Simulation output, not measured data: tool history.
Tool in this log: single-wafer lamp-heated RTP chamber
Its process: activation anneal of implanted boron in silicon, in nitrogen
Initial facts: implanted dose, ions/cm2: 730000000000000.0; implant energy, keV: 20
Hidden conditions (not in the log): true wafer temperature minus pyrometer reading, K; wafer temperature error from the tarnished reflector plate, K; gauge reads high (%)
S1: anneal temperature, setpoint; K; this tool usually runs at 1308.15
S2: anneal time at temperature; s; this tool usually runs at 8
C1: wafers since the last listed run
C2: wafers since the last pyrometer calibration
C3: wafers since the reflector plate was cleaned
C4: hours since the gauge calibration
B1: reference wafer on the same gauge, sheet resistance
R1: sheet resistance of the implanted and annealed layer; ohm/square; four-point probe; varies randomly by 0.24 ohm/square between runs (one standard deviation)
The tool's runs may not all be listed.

run 1 hour=0 | S1=1285.15 S2=8 | C1=0 C2=6915 C3=6207 C4=840.6 | B1=150.37 | R1=163.27
-- hour=38.3 reflector plate cleaned
-- hour=42.7 pyrometer window cleaned and pyrometer calibrated
run 2 hour=69.9 | S1=1285.15 S2=8 | C1=1485 C2=702 C3=702 C4=910.5 | B1=150.44 | R1=163.19
run 3 hour=168.9 | S1=1326.15 S2=8 | C1=2557 C2=3260 C3=3260 C4=1009.5 | B1=150.56 | R1=159.22
run 4 hour=275.5 | S1=1326.15 S2=8 | C1=2753 C2=6014 C3=6014 C4=1116.1 | B1=150.65 | R1=159.05
-- hour=341.5 reflector plate cleaned
run 5 hour=358 | S1=1326.15 S2=8 | C1=1924 C2=7938 C3=427 C4=1198.6 | B1=150.66 | R1=159.39
-- hour=371.7 pyrometer window cleaned and pyrometer calibrated
run 6 hour=453.7 | S1=1308.15 S2=8 | C1=2265 C2=2118 C3=2693 C4=1294.3 | B1=150.9 | R1=160.4
run 7 hour=534.5 | S1=1289.15 S2=6 | C1=2087 C2=4205 C3=4780 C4=1375.1 | B1=150.94 | R1=163.13
run 8 hour=613.6 | S1=1308.15 S2=8 | C1=2043 C2=6249 C3=6823 C4=1454.2 | B1=151.08 | R1=160.58
-- hour=643.6 gauge calibrated
-- hour=672.6 reflector plate cleaned
run 9 hour=693.5 | S1=1308.15 S2=8 | C1=1857 C2=8106 C3=539 C4=49.9 | B1=149.87 | R1=159.3
-- hour=708.7 pyrometer window cleaned and pyrometer calibrated
run 10 hour=732.8 | S1=1308.15 S2=8 | C1=808 C2=621 C3=1348 C4=89.2 | B1=149.88 | R1=159.14
run 11 hour=835.7 | S1=1294.15 S2=8 | C1=2658 C2=3280 C3=4006 C4=192.1 | B1=149.87 | R1=160.8
run 12 hour=872 | S1=1308.15 S2=8 | C1=937 C2=4217 C3=4944 C4=228.4 | B1=149.94 | R1=159.26
run 13 hour=912.3 | S1=1308.15 S2=8 | C1=1041 C2=5258 C3=5985 C4=268.7 | B1=149.92 | R1=159.58
run 14 hour=954.6 | S1=1295.15 S2=11 | C1=1092 C2=6351 C3=7078 C4=311 | B1=149.99 | R1=159.93
-- hour=986.6 reflector plate cleaned
run 15 hour=1034.1 | S1=1308.15 S2=8 | C1=1847 C2=8198 C3=1226 C4=390.5 | B1=150.01 | R1=159.79
-- hour=1073.5 pyrometer window cleaned and pyrometer calibrated
run 16 hour=1135.2 | S1=1297.15 S2=8 | C1=2405 C2=1592 C3=3631 C4=491.6 | B1=150.04 | R1=161.04
run 17 hour=1206.3 | S1=1308.15 S2=8 | C1=1836 C2=3429 C3=5468 C4=562.7 | B1=149.99 | R1=159.33
-- hour=1262.7 reflector plate cleaned
run 18 hour=1281.9 | S1=1324.15 S2=4 | C1=1746 C2=5176 C3=496 C4=638.3 | B1=150.09 | R1=159.3
run 19 hour=1319.4 | S1=1308.15 S2=11 | C1=968 C2=6144 C3=1465 C4=675.8 | B1=150.11 | R1=158.92
-- hour=1392.2 pyrometer window cleaned and pyrometer calibrated
run 20 hour=1419.9 | S1=1318.15 S2=8 | C1=2389 C2=715 C3=3855 C4=776.3 | B1=150.2 | R1=159.15
run 21 hour=1522.2 | S1=1285.15 S2=7 | C1=2642 C2=3358 C3=6498 C4=878.6 | B1=150.3 | R1=163.05
run 22 hour=1612 | S1=1283.15 S2=10 | C1=2319 C2=5678 C3=8817 C4=968.4 | B1=150.39 | R1=163.58

Each row is a separate what-if for the run after 22, all from the same tool condition, not one after another. Results?
run A hour=1612.4 | S1=1308.15 S2=8 | C1=10 C2=5688 C3=8828 C4=968.8 | B1=? | R1=?
run B hour=1612.4 | S1=1328.15 S2=8 | C1=10 C2=5688 C3=8828 C4=968.8 | B1=? | R1=?
run C hour=1612.4 | S1=1327.15 S2=7 | C1=10 C2=5688 C3=8828 C4=968.8 | B1=? | R1=?
run D hour=1612.4 | S1=1322.15 S2=8 | C1=10 C2=5688 C3=8828 C4=968.8 | B1=? | R1=?
run E hour=1612.4 | S1=1326.15 S2=10 | C1=10 C2=5688 C3=8828 C4=968.8 | B1=? | R1=?

run=A B1=150.32 R1=159.98
run=B B1=150.32 R1=159.01
run=C B1=150.32 R1=159.13
run=D B1=150.32 R1=159.2
run=E B1=150.32 R1=158.87
The same runs, with their run-to-run variation unchanged, on a tool lacking any hidden condition would have given:
run=A R1=159.61
run=B R1=158.65
run=C R1=158.77
run=D R1=158.84
run=E R1=158.51

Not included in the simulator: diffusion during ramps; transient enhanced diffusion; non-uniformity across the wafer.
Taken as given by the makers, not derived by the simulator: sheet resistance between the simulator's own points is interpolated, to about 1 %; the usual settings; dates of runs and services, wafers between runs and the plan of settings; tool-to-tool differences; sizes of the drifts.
